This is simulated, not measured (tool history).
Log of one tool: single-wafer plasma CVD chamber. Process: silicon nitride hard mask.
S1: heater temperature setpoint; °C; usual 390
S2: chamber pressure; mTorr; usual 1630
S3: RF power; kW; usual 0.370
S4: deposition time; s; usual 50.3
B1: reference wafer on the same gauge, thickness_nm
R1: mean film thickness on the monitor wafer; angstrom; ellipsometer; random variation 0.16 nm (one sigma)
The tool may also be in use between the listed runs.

run 1 hour=0.0 | S1=390 S2=1630 S3=0.370 S4=50.3 | B1=64.188 | R1=718.90
run 2 hour=29.6 | S1=390 S2=1630 S3=0.370 S4=50.3 | B1=64.198 | R1=717.65
run 3 hour=67.2 | S1=390 S2=1630 S3=0.370 S4=50.3 | B1=64.162 | R1=720.71
run 4 hour=116.5 | S1=390 S2=1630 S3=0.370 S4=50.3 | B1=64.204 | R1=718.73
run 5 hour=144.5 | S1=390 S2=1630 S3=0.370 S4=50.3 | B1=64.181 | R1=718.16
run 6 hour=204.3 | S1=396 S2=1630 S3=0.370 S4=42.5 | B1=64.206 | R1=604.29
run 7 hour=255.6 | S1=396 S2=1630 S3=0.370 S4=42.5 | B1=64.186 | R1=604.73
-- hour=298.8 gauge calibrated
run 8 hour=303.2 | S1=390 S2=1630 S3=0.370 S4=50.3 | B1=64.203 | R1=712.94
-- hour=332.9 capacitance manometer re-zeroed and calibrated
-- hour=340.7 showerhead replaced
run 9 hour=353.5 | S1=390 S2=1630 S3=0.370 S4=50.3 | B1=64.212 | R1=714.28
run 10 hour=422.3 | S1=390 S2=1630 S3=0.370 S4=50.3 | B1=64.216 | R1=711.03
run 11 hour=493.6 | S1=390 S2=1630 S3=0.445 S4=44.0 | B1=64.215 | R1=691.05
-- hour=515.8 RF generator calibrated
-- hour=549.5 thermocouple changed; heater temperature recalibrated
run 12 hour=564.1 | S1=376 S2=1630 S3=0.370 S4=40.4 | B1=64.172 | R1=593.01
run 13 hour=635.0 | S1=378 S2=1440 S3=0.370 S4=50.3 | B1=64.175 | R1=718.23
run 14 hour=697.9 | S1=390 S2=1340 S3=0.370 S4=55.6 | B1=64.167 | R1=777.26
run 15 hour=762.0 | S1=396 S2=1870 S3=0.370 S4=50.3 | B1=64.224 | R1=736.20
run 16 hour=819.4 | S1=379 S2=1310 S3=0.370 S4=50.3 | B1=64.234 | R1=702.07
run 17 hour=851.1 | S1=390 S2=1630 S3=0.370 S4=50.3 | B1=64.211 | R1=721.76
run 18 hour=903.0 | S1=390 S2=1260 S3=0.370 S4=55.8 | B1=64.210 | R1=768.75
run 19 hour=970.5 | S1=381 S2=2020 S3=0.425 S4=57.3 | B1=64.246 | R1=917.08

3 ways to go on from here, each from the tool as it stands after run 19. What would each give?
run A hour=970.9 | S1=390 S2=1630 S3=0.370 S4=50.3 | B1=? | R1=?
run B hour=970.9 | S1=395 S2=1400 S3=0.340 S4=58.5 | B1=? | R1=?
run C hour=970.9 | S1=390 S2=1470 S3=0.370 S4=44.8 | B1=? | R1=?

run=A B1=64.241 R1=718.96
run=B B1=64.241 R1=777.75
run=C B1=64.241 R1=630.85
Without the tool's hidden state the same runs would have given:
run=A R1=735.23
run=B R1=795.35
run=C R1=645.13
